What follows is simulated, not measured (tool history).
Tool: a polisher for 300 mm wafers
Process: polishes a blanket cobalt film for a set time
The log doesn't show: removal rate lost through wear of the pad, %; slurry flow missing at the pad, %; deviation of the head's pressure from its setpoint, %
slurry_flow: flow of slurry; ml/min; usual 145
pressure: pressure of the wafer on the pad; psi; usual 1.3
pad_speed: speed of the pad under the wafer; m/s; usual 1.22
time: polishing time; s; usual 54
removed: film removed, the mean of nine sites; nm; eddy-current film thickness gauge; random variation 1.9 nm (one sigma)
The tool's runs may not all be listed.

run    hour  slurry_flow  pressure  pad_speed  time  wafers since the last listed run  wafers polished on this pad  hours since the slurry nozzle was cleaned  hours since the head pressure was calibrated  incoming thickness of the incoming film, nm  removed
  1     0.0          145       1.4       1.22    54                                 0                          763                                      491.7                                         833.1                                        977.4    231.4
  2    91.2          145       1.4       1.22    54                               551                         1315                                      582.9                                         924.3                                        999.5    229.5
      183.1  -- slurry nozzle cleaned
  3   184.1          145       1.3       1.22    48                               555                         1871                                        1.0                                        1017.2                                        980.6    190.0
      215.2  -- worn pad replaced by a new one
  4   257.5          145       1.3       1.22    48                               419                          255                                       74.4                                        1090.6                                       1000.6    192.9
  5   358.9          145       1.3       1.22    48                               613                          869                                      175.8                                        1192.0                                        998.0    196.4
  6   448.4          145       1.0       1.22    54                               541                         1410                                      265.3                                        1281.5                                        992.4    170.5
      500.8  -- head pressure recalibrated
      504.8  -- worn pad replaced by a new one
  7   523.7          145       1.0       1.22    54                               419                          114                                      340.6                                          22.9                                       1001.3    156.4
  8   599.9          145       1.3       1.22    54                               460                          575                                      416.8                                          99.1                                        972.4    204.6
  9   798.1          145       1.0       1.22    54                              1199                         1774                                      615.0                                         297.3                                        988.8    164.0
      846.7  -- worn pad replaced by a new one
 10   847.2          145       1.3       1.10    54                               272                            2                                      664.1                                         346.4                                       1009.8    191.1
      895.7  -- slurry nozzle cleaned
 11   933.5          195       1.1       1.22    54                               516                          518                                       37.8                                         432.7                                        997.9    189.2
 12  1018.0          145       1.3       1.22    54                               511                         1029                                      122.3                                         517.2                                        998.3    214.4
 13  1063.7          145       1.3       1.22    45                               276                         1306                                      168.0                                         562.9                                        984.4    180.1
 14  1152.9          110       1.3       1.08    54                               539                         1846                                      257.2                                         652.1                                        971.4    180.2
     1185.1  -- worn pad replaced by a new one
 15  1208.0          145       1.3       1.60    54                               309                          138                                      312.3                                         707.2                                        971.0    287.8
 16  1255.8          145       1.0       1.22    46                               289                          427                                      360.1                                         755.0                                       1009.7    145.8
     1460.4  -- worn pad replaced by a new one
 17  1514.9          145       1.4       1.38    45                              1543                          329                                      619.2                                        1014.1                                        998.1    228.7

What the log doesn't show, run by run:
removal rate lost through wear of the pad, %: 0 in every run
slurry flow missing at the pad, %: 0 in every run
H1: deviation of the head's pressure from its setpoint, %
run     H1
  1   4.02
  2   4.76
  3   5.51
  4   6.11
  5   6.93
  6   7.66
  7  0.394
  8   1.01
  9   2.62
 10   3.02
 11   3.72
 12   4.41
 13   4.78
 14    5.5
 15   5.95
 16   6.34
 17   8.44
